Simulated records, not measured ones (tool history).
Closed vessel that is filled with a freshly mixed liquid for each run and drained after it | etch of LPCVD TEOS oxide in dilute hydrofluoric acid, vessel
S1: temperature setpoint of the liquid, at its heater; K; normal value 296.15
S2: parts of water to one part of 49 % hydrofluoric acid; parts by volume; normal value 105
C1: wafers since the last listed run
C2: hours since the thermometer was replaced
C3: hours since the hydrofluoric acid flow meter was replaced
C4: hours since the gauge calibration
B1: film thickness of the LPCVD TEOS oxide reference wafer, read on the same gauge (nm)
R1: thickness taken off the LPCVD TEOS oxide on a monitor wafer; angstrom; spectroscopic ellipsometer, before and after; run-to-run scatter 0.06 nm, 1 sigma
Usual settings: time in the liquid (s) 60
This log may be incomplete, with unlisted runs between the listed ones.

{"run": 1, "hour": 0.0, "S1": 296.15, "S2": 105, "time in the liquid (s)": 60, "C1": 0, "C2": 918.7, "C3": 782.7, "C4": 170.4, "B1": 90.02, "R1": 124.8}
{"run": 2, "hour": 9.2, "S1": 296.15, "S2": 105, "time in the liquid (s)": 80, "C1": 1239, "C2": 927.9, "C3": 791.9, "C4": 179.6, "B1": 90.02, "R1": 164}
{"run": 3, "hour": 22.3, "S1": 296.15, "S2": 105, "time in the liquid (s)": 80, "C1": 1764, "C2": 941, "C3": 805, "C4": 192.7, "B1": 90.02, "R1": 167.2}
{"run": 4, "hour": 31.6, "S1": 296.15, "S2": 105, "time in the liquid (s)": 80, "C1": 1252, "C2": 950.3, "C3": 814.3, "C4": 202, "B1": 90.02, "R1": 166.6}
{"run": 5, "hour": 46.3, "S1": 296.15, "S2": 105, "time in the liquid (s)": 60, "C1": 1980, "C2": 965, "C3": 829, "C4": 216.7, "B1": 89.95, "R1": 126}
{"run": 6, "hour": 61.2, "S1": 296.15, "S2": 105, "time in the liquid (s)": 60, "C1": 2007, "C2": 979.9, "C3": 843.9, "C4": 231.6, "B1": 89.99, "R1": 125.6}
{"run": 7, "hour": 70.1, "S1": 296.15, "S2": 105, "time in the liquid (s)": 60, "C1": 1199, "C2": 988.8, "C3": 852.8, "C4": 240.5, "B1": 89.98, "R1": 125.7}
{"run": 8, "hour": 78.6, "S1": 296.15, "S2": 135, "time in the liquid (s)": 45, "C1": 1145, "C2": 997.3, "C3": 861.3, "C4": 249, "B1": 90.01, "R1": 71.6}
{"run": 9, "hour": 85.7, "S1": 296.15, "S2": 135, "time in the liquid (s)": 45, "C1": 956, "C2": 1004.4, "C3": 868.4, "C4": 256.1, "B1": 89.99, "R1": 71.2}
{"run": 10, "hour": 101.7, "S1": 296.15, "S2": 135, "time in the liquid (s)": 45, "C1": 2155, "C2": 1020.4, "C3": 884.4, "C4": 272.1, "B1": 90, "R1": 71.2}
{"run": 11, "hour": 114.7, "S1": 296.15, "S2": 105, "time in the liquid (s)": 45, "C1": 1751, "C2": 1033.4, "C3": 897.4, "C4": 285.1, "B1": 89.96, "R1": 95.6}
{"run": 12, "hour": 129.2, "S1": 296.15, "S2": 105, "time in the liquid (s)": 45, "C1": 1953, "C2": 1047.9, "C3": 911.9, "C4": 299.6, "B1": 90.02, "R1": 95.5}
{"run": 13, "hour": 142.7, "S1": 296.15, "S2": 105, "time in the liquid (s)": 60, "C1": 1818, "C2": 1061.4, "C3": 925.4, "C4": 313.1, "B1": 90.02, "R1": 128.6}
{"run": 14, "hour": 149.8, "S1": 298.15, "S2": 105, "time in the liquid (s)": 60, "C1": 956, "C2": 1068.5, "C3": 932.5, "C4": 320.2, "B1": 89.97, "R1": 138.6}
{"hour": 161.7, "done": "hydrofluoric acid flow meter replaced"}
{"run": 15, "hour": 172.1, "S1": 296.15, "S2": 105, "time in the liquid (s)": 60, "C1": 2869, "C2": 1090.8, "C3": 10.4, "C4": 342.5, "B1": 89.96, "R1": 113.9}
{"hour": 172.3, "done": "gauge calibrated"}
{"hour": 178.0, "done": "thermometer replaced"}
{"run": 16, "hour": 189.6, "S1": 296.15, "S2": 105, "time in the liquid (s)": 75, "C1": 2222, "C2": 11.6, "C3": 27.9, "C4": 17.3, "B1": 90.02, "R1": 127.2}
{"run": 17, "hour": 195.9, "S1": 296.15, "S2": 135, "time in the liquid (s)": 45, "C1": 848, "C2": 17.9, "C3": 34.2, "C4": 23.6, "B1": 89.95, "R1": 57.6}
{"run": 18, "hour": 206.6, "S1": 300.15, "S2": 105, "time in the liquid (s)": 85, "C1": 1441, "C2": 28.6, "C3": 44.9, "C4": 34.3, "B1": 90, "R1": 168.5}
{"run": 19, "hour": 216.9, "S1": 296.15, "S2": 105, "time in the liquid (s)": 45, "C1": 1387, "C2": 38.9, "C3": 55.2, "C4": 44.6, "B1": 89.99, "R1": 76.7}
{"run": 20, "hour": 233.2, "S1": 299.15, "S2": 135, "time in the liquid (s)": 70, "C1": 2196, "C2": 55.2, "C3": 71.5, "C4": 60.9, "B1": 90.01, "R1": 101.6}
{"run": 21, "hour": 249.6, "S1": 296.15, "S2": 105, "time in the liquid (s)": 60, "C1": 2209, "C2": 71.6, "C3": 87.9, "C4": 77.3, "B1": 89.98, "R1": 102.9}
{"run": 22, "hour": 260.2, "S1": 298.65, "S2": 155, "time in the liquid (s)": 45, "C1": 1428, "C2": 82.2, "C3": 98.5, "C4": 87.9, "B1": 89.95, "R1": 54.8}
{"run": 23, "hour": 272.1, "S1": 296.15, "S2": 105, "time in the liquid (s)": 40, "C1": 1603, "C2": 94.1, "C3": 110.4, "C4": 99.8, "B1": 89.98, "R1": 68.4}
{"run": 24, "hour": 283.0, "S1": 293.65, "S2": 145, "time in the liquid (s)": 70, "C1": 1468, "C2": 105, "C3": 121.3, "C4": 110.7, "B1": 89.97, "R1": 75.7}
{"run": 25, "hour": 295.6, "S1": 300.65, "S2": 80, "time in the liquid (s)": 60, "C1": 1697, "C2": 117.6, "C3": 133.9, "C4": 123.3, "B1": 90.01, "R1": 168.7}
{"run": 26, "hour": 303.8, "S1": 296.15, "S2": 105, "time in the liquid (s)": 60, "C1": 1104, "C2": 125.8, "C3": 142.1, "C4": 131.5, "B1": 90.03, "R1": 105}

For each entry between runs, how does the tool's hidden state at the last listed run before it compare with that at the first listed run after it?
Runs 14 to 15: hydrofluoric acid flow meter replaced (hour 161.7)
  liquid hotter than its thermometer reads (K): 2.92 -> 2.98; hydrofluoric acid flow above the setpoint (%): 14.1 -> 2.17
  measured minus no-state result, R1: +31.9 -> +15 angstrom
Runs 15 to 16: gauge calibrated (hour 172.3); thermometer replaced (hour 178)
  liquid hotter than its thermometer reads (K): 2.98 -> 0.0297; hydrofluoric acid flow above the setpoint (%): 2.17 -> 2.41
  measured minus no-state result, R1: +15 -> +3.5 angstrom
